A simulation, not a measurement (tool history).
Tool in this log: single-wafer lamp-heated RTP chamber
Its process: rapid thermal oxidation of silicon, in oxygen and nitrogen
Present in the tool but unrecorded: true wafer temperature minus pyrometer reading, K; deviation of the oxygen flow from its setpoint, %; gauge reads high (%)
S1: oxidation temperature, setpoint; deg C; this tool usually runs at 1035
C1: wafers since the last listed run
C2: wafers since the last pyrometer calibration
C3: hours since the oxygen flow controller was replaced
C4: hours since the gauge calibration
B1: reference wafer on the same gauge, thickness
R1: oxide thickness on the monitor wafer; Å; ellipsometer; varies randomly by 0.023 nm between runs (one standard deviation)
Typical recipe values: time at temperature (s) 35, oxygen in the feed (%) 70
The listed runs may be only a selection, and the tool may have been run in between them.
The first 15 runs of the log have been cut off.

run 16 hour=360.2 | S1=1035 time_at_temperature_(s)=35 oxygen_in_the_feed_(%)=70 | C1=110 C2=2921 C3=5422.6 C4=1258.1 | B1=5.725 | R1=56.06
-- hour=387.5 pyrometer window cleaned and pyrometer calibrated
run 17 hour=395.2 | S1=1035 time_at_temperature_(s)=35 oxygen_in_the_feed_(%)=70 | C1=181 C2=52 C3=5457.6 C4=1293.1 | B1=5.736 | R1=53.42
run 18 hour=407.3 | S1=1035 time_at_temperature_(s)=50 oxygen_in_the_feed_(%)=70 | C1=81 C2=133 C3=5469.7 C4=1305.2 | B1=5.736 | R1=62.36
run 19 hour=466.2 | S1=1010 time_at_temperature_(s)=45 oxygen_in_the_feed_(%)=81 | C1=396 C2=529 C3=5528.6 C4=1364.1 | B1=5.724 | R1=52.92
run 20 hour=486.3 | S1=1065 time_at_temperature_(s)=35 oxygen_in_the_feed_(%)=82 | C1=135 C2=665 C3=5548.7 C4=1384.2 | B1=5.729 | R1=69.54
run 21 hour=521.4 | S1=1035 time_at_temperature_(s)=26 oxygen_in_the_feed_(%)=70 | C1=236 C2=901 C3=5583.8 C4=1419.3 | B1=5.731 | R1=47.48
run 22 hour=556.2 | S1=1017 time_at_temperature_(s)=24 oxygen_in_the_feed_(%)=45 | C1=234 C2=1135 C3=5618.6 C4=1454.1 | B1=5.736 | R1=35.81
run 23 hour=574.6 | S1=1035 time_at_temperature_(s)=35 oxygen_in_the_feed_(%)=70 | C1=123 C2=1259 C3=5637.0 C4=1472.5 | B1=5.725 | R1=54.17
-- hour=596.5 gauge calibrated
run 24 hour=610.0 | S1=1017 time_at_temperature_(s)=52 oxygen_in_the_feed_(%)=80 | C1=238 C2=1497 C3=5672.4 C4=13.5 | B1=5.729 | R1=59.62
run 25 hour=631.5 | S1=1035 time_at_temperature_(s)=35 oxygen_in_the_feed_(%)=70 | C1=144 C2=1642 C3=5693.9 C4=35.0 | B1=5.729 | R1=54.36
run 26 hour=730.9 | S1=1035 time_at_temperature_(s)=35 oxygen_in_the_feed_(%)=41 | C1=668 C2=2310 C3=5793.3 C4=134.4 | B1=5.736 | R1=46.28
run 27 hour=743.2 | S1=1035 time_at_temperature_(s)=52 oxygen_in_the_feed_(%)=70 | C1=82 C2=2393 C3=5805.6 C4=146.7 | B1=5.731 | R1=65.58
run 28 hour=770.9 | S1=1012 time_at_temperature_(s)=35 oxygen_in_the_feed_(%)=70 | C1=186 C2=2580 C3=5833.3 C4=174.4 | B1=5.737 | R1=47.24
-- hour=797.4 oxygen flow controller replaced
-- hour=800.1 pyrometer window cleaned and pyrometer calibrated
run 29 hour=804.4 | S1=1035 time_at_temperature_(s)=35 oxygen_in_the_feed_(%)=70 | C1=153 C2=28 C3=7.0 C4=207.9 | B1=5.728 | R1=53.57
run 30 hour=829.1 | S1=1022 time_at_temperature_(s)=35 oxygen_in_the_feed_(%)=70 | C1=166 C2=194 C3=31.7 C4=232.6 | B1=5.736 | R1=48.98
run 31 hour=856.5 | S1=1035 time_at_temperature_(s)=43 oxygen_in_the_feed_(%)=87 | C1=184 C2=379 C3=59.1 C4=260.0 | B1=5.736 | R1=62.91
run 32 hour=873.9 | S1=1035 time_at_temperature_(s)=19 oxygen_in_the_feed_(%)=70 | C1=117 C2=496 C3=76.5 C4=277.4 | B1=5.728 | R1=41.57
run 33 hour=889.2 | S1=1035 time_at_temperature_(s)=24 oxygen_in_the_feed_(%)=83 | C1=102 C2=599 C3=91.8 C4=292.7 | B1=5.731 | R1=48.64
run 34 hour=911.6 | S1=1017 time_at_temperature_(s)=35 oxygen_in_the_feed_(%)=48 | C1=150 C2=749 C3=114.2 C4=315.1 | B1=5.730 | R1=41.73
run 35 hour=981.0 | S1=1007 time_at_temperature_(s)=46 oxygen_in_the_feed_(%)=87 | C1=466 C2=1216 C3=183.6 C4=384.5 | B1=5.729 | R1=53.45
run 36 hour=1005.0 | S1=1035 time_at_temperature_(s)=20 oxygen_in_the_feed_(%)=61 | C1=161 C2=1378 C3=207.6 C4=408.5 | B1=5.732 | R1=40.80
run 37 hour=1028.3 | S1=1027 time_at_temperature_(s)=35 oxygen_in_the_feed_(%)=86 | C1=156 C2=1535 C3=230.9 C4=431.8 | B1=5.734 | R1=55.14
run 38 hour=1055.8 | S1=1019 time_at_temperature_(s)=43 oxygen_in_the_feed_(%)=70 | C1=185 C2=1720 C3=258.4 C4=459.3 | B1=5.731 | R1=52.94
run 39 hour=1077.4 | S1=1052 time_at_temperature_(s)=35 oxygen_in_the_feed_(%)=70 | C1=145 C2=1865 C3=280.0 C4=480.9 | B1=5.728 | R1=61.17

Branching from run 39: 3 alternative next runs. What would each branch give?
run A hour=1077.9 | S1=1035 time_at_temperature_(s)=35 oxygen_in_the_feed_(%)=70 | C1=3 C2=1869 C3=280.5 C4=481.4 | B1=? | R1=?
run B hour=1077.9 | S1=1015 time_at_temperature_(s)=29 oxygen_in_the_feed_(%)=58 | C1=3 C2=1869 C3=280.5 C4=481.4 | B1=? | R1=?
run C hour=1077.9 | S1=1060 time_at_temperature_(s)=35 oxygen_in_the_feed_(%)=86 | C1=3 C2=1869 C3=280.5 C4=481.4 | B1=? | R1=?

run=A B1=5.739 R1=54.42
run=B B1=5.739 R1=41.33
run=C B1=5.739 R1=69.29
Stripped of hidden state, with their random variation kept, the same runs would have yielded:
run=A R1=53.29
run=B R1=40.51
run=C R1=67.87

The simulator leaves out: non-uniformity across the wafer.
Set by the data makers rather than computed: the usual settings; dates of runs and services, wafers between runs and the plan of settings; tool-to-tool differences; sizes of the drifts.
